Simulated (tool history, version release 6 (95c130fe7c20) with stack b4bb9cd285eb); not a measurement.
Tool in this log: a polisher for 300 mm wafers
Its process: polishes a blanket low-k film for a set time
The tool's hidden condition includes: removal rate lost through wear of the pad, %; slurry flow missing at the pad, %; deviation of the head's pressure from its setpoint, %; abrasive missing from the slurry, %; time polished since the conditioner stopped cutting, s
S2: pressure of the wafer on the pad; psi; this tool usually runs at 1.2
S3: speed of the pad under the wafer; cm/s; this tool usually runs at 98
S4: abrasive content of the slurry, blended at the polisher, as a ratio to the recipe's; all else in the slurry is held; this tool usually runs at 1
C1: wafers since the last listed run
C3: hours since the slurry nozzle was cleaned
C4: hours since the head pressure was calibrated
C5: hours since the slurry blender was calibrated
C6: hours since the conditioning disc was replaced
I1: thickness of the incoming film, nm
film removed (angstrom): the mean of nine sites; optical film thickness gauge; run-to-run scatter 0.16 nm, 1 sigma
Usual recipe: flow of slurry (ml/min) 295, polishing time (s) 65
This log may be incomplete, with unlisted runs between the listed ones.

{"run": 1, "hour": 0.0, "flow of slurry (ml/min)": 295, "S2": 1.2, "S3": 106, "S4": 0.95, "polishing time (s)": 65, "C1": 0, "wafers polished on this pad": 67, "C3": 347.3, "C4": 62.3, "C5": 109.9, "C6": 333.8, "I1": 720.9, "film removed (angstrom)": 177}
{"run": 2, "hour": 56.1, "flow of slurry (ml/min)": 295, "S2": 1.2, "S3": 106, "S4": 0.95, "polishing time (s)": 65, "C1": 681, "wafers polished on this pad": 748, "C3": 403.4, "C4": 118.4, "C5": 166, "C6": 389.9, "I1": 735.9, "film removed (angstrom)": 174}
{"hour": 79.1, "done": "conditioning disc replaced and pad reconditioned"}
{"run": 3, "hour": 150.7, "flow of slurry (ml/min)": 295, "S2": 1.2, "S3": 106, "S4": 0.95, "polishing time (s)": 65, "C1": 1124, "wafers polished on this pad": 1873, "C3": 498, "C4": 213, "C5": 260.6, "C6": 71.6, "I1": 727.5, "film removed (angstrom)": 174}
{"run": 4, "hour": 221.2, "flow of slurry (ml/min)": 295, "S2": 1.2, "S3": 98, "S4": 1, "polishing time (s)": 65, "C1": 856, "wafers polished on this pad": 2729, "C3": 568.5, "C4": 283.5, "C5": 331.1, "C6": 142.1, "I1": 731.8, "film removed (angstrom)": 160}
{"run": 5, "hour": 274.9, "flow of slurry (ml/min)": 295, "S2": 1.2, "S3": 98, "S4": 1, "polishing time (s)": 65, "C1": 652, "wafers polished on this pad": 3382, "C3": 622.2, "C4": 337.2, "C5": 384.8, "C6": 195.8, "I1": 728.8, "film removed (angstrom)": 158}
{"hour": 312.2, "done": "slurry nozzle cleaned"}
{"hour": 336.5, "done": "slurry blender recalibrated"}
{"run": 6, "hour": 365.5, "flow of slurry (ml/min)": 295, "S2": 1.3, "S3": 98, "S4": 1, "polishing time (s)": 65, "C1": 1063, "wafers polished on this pad": 4446, "C3": 53.3, "C4": 427.8, "C5": 29, "C6": 286.4, "I1": 720.9, "film removed (angstrom)": 189}
{"hour": 397.7, "done": "worn pad replaced by a new one"}
{"run": 7, "hour": 457.2, "flow of slurry (ml/min)": 295, "S2": 1.3, "S3": 98, "S4": 1, "polishing time (s)": 65, "C1": 1065, "wafers polished on this pad": 722, "C3": 145, "C4": 519.5, "C5": 120.7, "C6": 378.1, "I1": 722.3, "film removed (angstrom)": 187}
{"hour": 486.0, "done": "conditioning disc replaced and pad reconditioned"}
{"run": 8, "hour": 541.5, "flow of slurry (ml/min)": 295, "S2": 1.2, "S3": 98, "S4": 1, "polishing time (s)": 77, "C1": 999, "wafers polished on this pad": 1722, "C3": 229.3, "C4": 603.8, "C5": 205, "C6": 55.5, "I1": 730.9, "film removed (angstrom)": 203}
{"run": 9, "hour": 604.1, "flow of slurry (ml/min)": 255, "S2": 1.2, "S3": 98, "S4": 1, "polishing time (s)": 65, "C1": 760, "wafers polished on this pad": 2482, "C3": 291.9, "C4": 666.4, "C5": 267.6, "C6": 118.1, "I1": 739.5, "film removed (angstrom)": 164}
{"run": 10, "hour": 706.5, "flow of slurry (ml/min)": 255, "S2": 1.2, "S3": 98, "S4": 1, "polishing time (s)": 65, "C1": 1243, "wafers polished on this pad": 3726, "C3": 394.3, "C4": 768.8, "C5": 370, "C6": 220.5, "I1": 726.1, "film removed (angstrom)": 164}
{"hour": 715.0, "done": "slurry blender recalibrated"}
{"hour": 765.0, "done": "worn pad replaced by a new one"}
{"run": 11, "hour": 772.8, "flow of slurry (ml/min)": 255, "S2": 1.2, "S3": 98, "S4": 1, "polishing time (s)": 65, "C1": 732, "wafers polished on this pad": 94, "C3": 460.6, "C4": 835.1, "C5": 57.8, "C6": 286.8, "I1": 732, "film removed (angstrom)": 161}
{"run": 12, "hour": 843.2, "flow of slurry (ml/min)": 295, "S2": 1.5, "S3": 98, "S4": 1, "polishing time (s)": 65, "C1": 855, "wafers polished on this pad": 949, "C3": 531, "C4": 905.5, "C5": 128.2, "C6": 357.2, "I1": 731.4, "film removed (angstrom)": 206}
{"hour": 899.9, "done": "slurry nozzle cleaned"}
{"run": 13, "hour": 901.5, "flow of slurry (ml/min)": 295, "S2": 1.4, "S3": 98, "S4": 0.8, "polishing time (s)": 80, "C1": 695, "wafers polished on this pad": 1645, "C3": 1.6, "C4": 963.8, "C5": 186.5, "C6": 415.5, "I1": 726.8, "film removed (angstrom)": 234}
{"hour": 947.1, "done": "conditioning disc replaced and pad reconditioned"}
{"run": 14, "hour": 967.3, "flow of slurry (ml/min)": 220, "S2": 0.9, "S3": 98, "S4": 1.3, "polishing time (s)": 49, "C1": 774, "wafers polished on this pad": 2420, "C3": 67.4, "C4": 1029.6, "C5": 252.3, "C6": 20.2, "I1": 730.3, "film removed (angstrom)": 104}
{"run": 15, "hour": 1020.0, "flow of slurry (ml/min)": 295, "S2": 1.2, "S3": 98, "S4": 1, "polishing time (s)": 77, "C1": 640, "wafers polished on this pad": 3060, "C3": 120.1, "C4": 1082.3, "C5": 305, "C6": 72.9, "I1": 735.4, "film removed (angstrom)": 204}

Forecast run 16:
{"hour": 1044.2, "done": "head pressure recalibrated"}
{"hour": 1142.8, "done": "slurry blender recalibrated"}
{"run": 16, "hour": 1172.5, "flow of slurry (ml/min)": 190, "S2": 1.1, "S3": 122, "S4": 1.2, "polishing time (s)": 65, "C1": 1803, "wafers polished on this pad": 4864, "C3": 272.6, "C4": 128.3, "C5": 29.7, "C6": 225.4, "I1": 715.4, "film removed (angstrom)": "?"}

Run 16 yielded film removed (angstrom) 184.
The same run, on a tool lacking any hidden state, would have yielded film removed (angstrom) 191.

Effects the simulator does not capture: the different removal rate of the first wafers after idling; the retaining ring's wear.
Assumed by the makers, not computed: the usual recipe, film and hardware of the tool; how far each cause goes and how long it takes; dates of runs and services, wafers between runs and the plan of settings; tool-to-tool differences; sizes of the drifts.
